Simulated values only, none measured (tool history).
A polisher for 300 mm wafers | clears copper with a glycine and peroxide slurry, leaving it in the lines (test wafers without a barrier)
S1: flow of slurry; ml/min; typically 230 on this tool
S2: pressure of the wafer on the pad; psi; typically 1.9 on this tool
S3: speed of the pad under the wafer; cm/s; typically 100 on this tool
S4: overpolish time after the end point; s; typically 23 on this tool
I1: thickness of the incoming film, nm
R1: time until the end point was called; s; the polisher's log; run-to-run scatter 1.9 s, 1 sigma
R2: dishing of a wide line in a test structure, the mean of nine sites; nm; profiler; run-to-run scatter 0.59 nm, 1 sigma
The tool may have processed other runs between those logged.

run	hour	S1	S2	S3	S4	I1	R1	R2
1	0	230	1.9	100	23	607.4	127.7	51
2	29.1	230	1.9	100	23	604.7	122.6	50.7
3	99.4	230	1.9	100	23	610.9	130	51.1
4	131.8	230	1.9	100	23	613.7	132.2	50
5	176.3	230	2.1	100	23	606.9	121.5	52.4
6	234.2	230	1.9	100	23	613.9	135.4	49.6
7	275.3	230	1.9	100	23	602.2	129.7	48.1
8	336.9	230	1.9	100	23	592.5	133.5	48.3
9	405.8	230	1.9	100	23	607.5	136.7	48.1
10	435.8	230	1.9	100	23	604.8	133.7	48.7
11	469.5	230	1.9	100	23	602.6	135	48
12	494.6	230	1.9	100	23	605.7	133.9	48.5
13	552.8	230	1.9	100	23	598.1	121.2	52.5
14	620.1	230	1.9	100	23	609.9	123.4	51.2
15	645.1	230	1.9	100	23	602.3	121.8	51.3
16	680.4	230	1.9	114	23	604.2	115.4	53.2
17	747.6	170	1.9	110	23	607.9	121.7	51.2
18	809.3	165	1.2	64	16	596.6	227.2	25.2
19	854.7	230	1.9	134	23	610.3	95.8	57.9
20	920.9	230	1.9	100	23	609.1	126.7	50.4
21	968.4	250	1.9	126	34	602.5	99.4	66.8
22	1023.2	180	1.9	130	23	602.8	98.7	55.7
23	1069.9	230	2.4	68	23	606.6	160.2	45
24	1130.9	230	2.1	100	23	595.1	115.5	51.6
25	1155.3	230	1.9	100	23	608.6	123.7	50.9
26	1193	295	1.5	100	35	605.7	135.6	59.7
27	1248	230	1.9	112	10	607.3	111.7	30.2
28	1317.9	230	1.6	134	10	597.3	101.2	32.8
29	1369.1	230	2.1	100	23	599.6	119.9	52.3
30	1413.8	230	1.9	100	23	602	125.6	49.4
31	1584.7	270	1.9	100	23	606.7	129.1	49.9
32	1635.6	230	1.9	76	23	603.9	170	41.9
33	1699.1	230	1.9	100	23	605	125.5	51

Missing from the log above: 10 entries noted between runs. For each, name the pair of listed runs it sits between and say how the tool's hidden condition differs from the listed run just before to the listed run just after:
After run 2, before run 3: worn pad replaced by a new one (hour 56.7)
  deviation of the head's pressure from its setpoint, %: -3.21 -> -4.56
  measured minus no-state result, R1: +2.8 -> +4.2 s; R2: -0.8 -> -1.1 nm
After run 9, before run 10: worn pad replaced by a new one (hour 426.9)
  deviation of the head's pressure from its setpoint, %: -10.4 -> -11
  measured minus no-state result, R1: +10.1 -> +10.4 s; R2: -2.6 -> -2.7 nm
After run 12, before run 13: head pressure recalibrated (hour 516.9)
  deviation of the head's pressure from its setpoint, %: -12.2 -> 1.61
  measured minus no-state result, R1: +11.5 -> -1.4 s; R2: -3 -> +0.4 nm
After run 13, before run 14: slurry nozzle cleaned (hour 558.6)
  deviation of the head's pressure from its setpoint, %: 1.61 -> 0.313
  measured minus no-state result, R1: -1.4 -> -0.2 s; R2: +0.4 -> +0.1 nm
After run 18, before run 19: worn pad replaced by a new one, of another model than before (hour 826.4)
  deviation of the head's pressure from its setpoint, %: -3.32 -> -4.19
  measured minus no-state result, R1: +4.1 -> +1.8 s; R2: -0.4 -> -0.6 nm
After run 22, before run 23: head pressure recalibrated (hour 1052.7)
  deviation of the head's pressure from its setpoint, %: -7.43 -> -0.288
  measured minus no-state result, R1: +3.4 -> +0.2 s; R2: -1.2 -> +0 nm
After run 25, before run 26: worn pad replaced by a new one (hour 1179.6)
  deviation of the head's pressure from its setpoint, %: -1.93 -> -2.65
  measured minus no-state result, R1: +1 -> +1.5 s; R2: -0.2 -> -0.4 nm
After run 27, before run 28: slurry nozzle cleaned (hour 1305.1)
  deviation of the head's pressure from its setpoint, %: -3.71 -> -5.05
  measured minus no-state result, R1: +1.8 -> +2.3 s; R2: -0.4 -> -0.6 nm
After run 30, before run 31: worn pad replaced by a new one (hour 1558.6)
  deviation of the head's pressure from its setpoint, %: -6.89 -> -10.2
  measured minus no-state result, R1: +3.6 -> +5.5 s; R2: -1 -> -1.5 nm
After run 32, before run 33: head pressure recalibrated (hour 1686.9)
  deviation of the head's pressure from its setpoint, %: -11.2 -> 0.52
  measured minus no-state result, R1: +7.2 -> -0.3 s; R2: -1.4 -> +0.1 nm
